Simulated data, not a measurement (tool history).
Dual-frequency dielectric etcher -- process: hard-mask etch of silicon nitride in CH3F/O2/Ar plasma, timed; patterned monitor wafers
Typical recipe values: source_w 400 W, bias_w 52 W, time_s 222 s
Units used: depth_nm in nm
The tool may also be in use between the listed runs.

run,hour,source_w,bias_w,time_s,"read-back reference wafer on the same gauge, depth_nm",depth_nm
1,0,400,58,222,141.9,156
2,65.2,400,58,222,142,156.2
3,94.5,400,58,222,142,155.5
4,120,400,52,222,141.9,149.7
5,181.1,400,52,222,142,150
6,220.1,400,52,222,142,150.3
7,265.1,370,42,239.5,142.1,146.7
8,309.4,400,46,222,142,143.8
9,357.4,460,62,179.5,141.9,137.2
10,392.7,480,44,205.5,142,139.5
11,427.8,490,52,222,141.9,163.1
12,453.4,440,45,199.5,142,133.5
# hour 495.1: wet clean of the chamber
13,502.9,400,52,222,142.1,149.3
# hour 517.3: source power generator calibrated
14,571.7,440,52,177,142.1,121.6
15,615.6,400,52,286,142,191.2
# hour 651.8: gauge calibrated
16,683.9,400,65,222,142,161.3
17,797.9,480,47,222,141.9,153.7

Predict the results of run 18:
18,842.6,400,52,222,?,?

{"run 18": {"read-back reference wafer on the same gauge, depth_nm": 142.2, "depth_nm": 150.4}}
If the tool had no hidden condition, the same run with the same run-to-run variation would have returned depth_nm 147.9 nm.
